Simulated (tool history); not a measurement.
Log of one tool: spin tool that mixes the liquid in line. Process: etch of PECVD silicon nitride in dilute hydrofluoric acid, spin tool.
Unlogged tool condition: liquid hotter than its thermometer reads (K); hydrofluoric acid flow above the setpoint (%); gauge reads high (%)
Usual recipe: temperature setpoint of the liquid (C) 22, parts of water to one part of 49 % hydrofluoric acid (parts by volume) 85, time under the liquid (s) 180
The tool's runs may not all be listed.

| run | day | temperature setpoint of the liquid (C) | parts of water to one part of 49 % hydrofluoric acid (parts by volume) | time under the liquid (s) | wafers since the last listed run | hours since the thermometer was replaced | hours since the hydrofluoric acid flow meter was replaced | hours since the gauge calibration | read-back film thickness of the PECVD silicon nitride reference wafer, read on the same gauge (nm) | thickness taken off the PECVD silicon nitride on a monitor wafer (Å) |
|---|---|---|---|---|---|---|---|---|---|---|
| 1 | 0 | 22 | 85 | 180 | 0 | 1442.5 | 1165.9 | 300.2 | 39.98 | 76.9 |
| 2 | 1.596 | 22 | 85 | 180 | 180 | 1480.8 | 1204.2 | 338.5 | 39.96 | 77.2 |
| 3 | 4.083 | 22 | 85 | 180 | 281 | 1540.5 | 1263.9 | 398.2 | 39.99 | 75.8 |
| 4 | 5.871 | 22 | 85 | 180 | 202 | 1583.4 | 1306.8 | 441.1 | 40.01 | 77 |
| 5 | 7.629 | 22 | 85 | 180 | 198 | 1625.6 | 1349 | 483.3 | 39.99 | 78.5 |
| 6 | 9.846 | 22 | 85 | 180 | 250 | 1678.8 | 1402.2 | 536.5 | 40 | 77.8 |
| 7 | 12.825 | 22 | 85 | 180 | 336 | 1750.3 | 1473.7 | 608 | 39.99 | 77.9 |
|  | 14.054 | gauge calibrated |
| 8 | 14.183 | 22 | 85 | 180 | 153 | 1782.9 | 1506.3 | 3.1 | 39.99 | 78.7 |
| 9 | 16.654 | 22 | 115 | 230 | 279 | 1842.2 | 1565.6 | 62.4 | 40 | 73.5 |
| 10 | 19.308 | 22 | 115 | 230 | 299 | 1905.9 | 1629.3 | 126.1 | 39.99 | 75 |
|  | 21.525 | hydrofluoric acid flow meter replaced |
| 11 | 21.812 | 17.5 | 55 | 115 | 278 | 1966 | 6.9 | 186.2 | 40.02 | 50.5 |
| 12 | 24.542 | 20.5 | 70 | 180 | 308 | 2031.5 | 72.4 | 251.7 | 40 | 77.6 |
| 13 | 25.962 | 24 | 65 | 80 | 160 | 2065.6 | 106.5 | 285.8 | 39.99 | 46.9 |
| 14 | 27.65 | 22 | 85 | 180 | 190 | 2106.1 | 147 | 326.3 | 39.97 | 71.4 |
| 15 | 29.308 | 22 | 70 | 180 | 187 | 2145.9 | 186.8 | 366.1 | 39.99 | 88.6 |
|  | 30.996 | thermometer replaced |
| 16 | 31.958 | 22 | 85 | 180 | 294 | 23.1 | 250.4 | 429.7 | 40 | 72.5 |
| 17 | 34.092 | 22 | 100 | 95 | 241 | 74.3 | 301.6 | 480.9 | 39.99 | 33.2 |
| 18 | 40.667 | 19.5 | 60 | 180 | 743 | 232.1 | 459.4 | 638.7 | 39.98 | 87.4 |
|  | 42.033 | gauge calibrated |
| 19 | 42.862 | 18 | 115 | 150 | 248 | 284.8 | 512.1 | 19.9 | 40 | 35.5 |

Predict each of these 5 candidate next runs independently; none follows another, all start after run 19:
| A | 42.883 | 24 | 85 | 180 | 2 | 285.3 | 512.6 | 20.4 | ? | ? |
| B | 42.883 | 19 | 85 | 180 | 2 | 285.3 | 512.6 | 20.4 | ? | ? |
| C | 42.883 | 22 | 85 | 85 | 2 | 285.3 | 512.6 | 20.4 | ? | ? |
| D | 42.883 | 19.5 | 120 | 285 | 2 | 285.3 | 512.6 | 20.4 | ? | ? |
| E | 42.883 | 18 | 45 | 120 | 2 | 285.3 | 512.6 | 20.4 | ? | ? |

| run | read-back film thickness of the PECVD silicon nitride reference wafer, read on the same gauge (nm) | thickness taken off the PECVD silicon nitride on a monitor wafer (Å) |
|---|---|---|
| A | 40.01 | 84.8 |
| B | 40.01 | 60.4 |
| C | 40.01 | 35 |
| D | 40.01 | 70.8 |
| E | 40.01 | 69.7 |
With the hidden condition removed and each run's random variation left untouched, the same runs would have given:
| run | thickness taken off the PECVD silicon nitride on a monitor wafer (Å) |
|---|---|
| A | 80.4 |
| B | 57.3 |
| C | 33.2 |
| D | 67.1 |
| E | 66.1 |
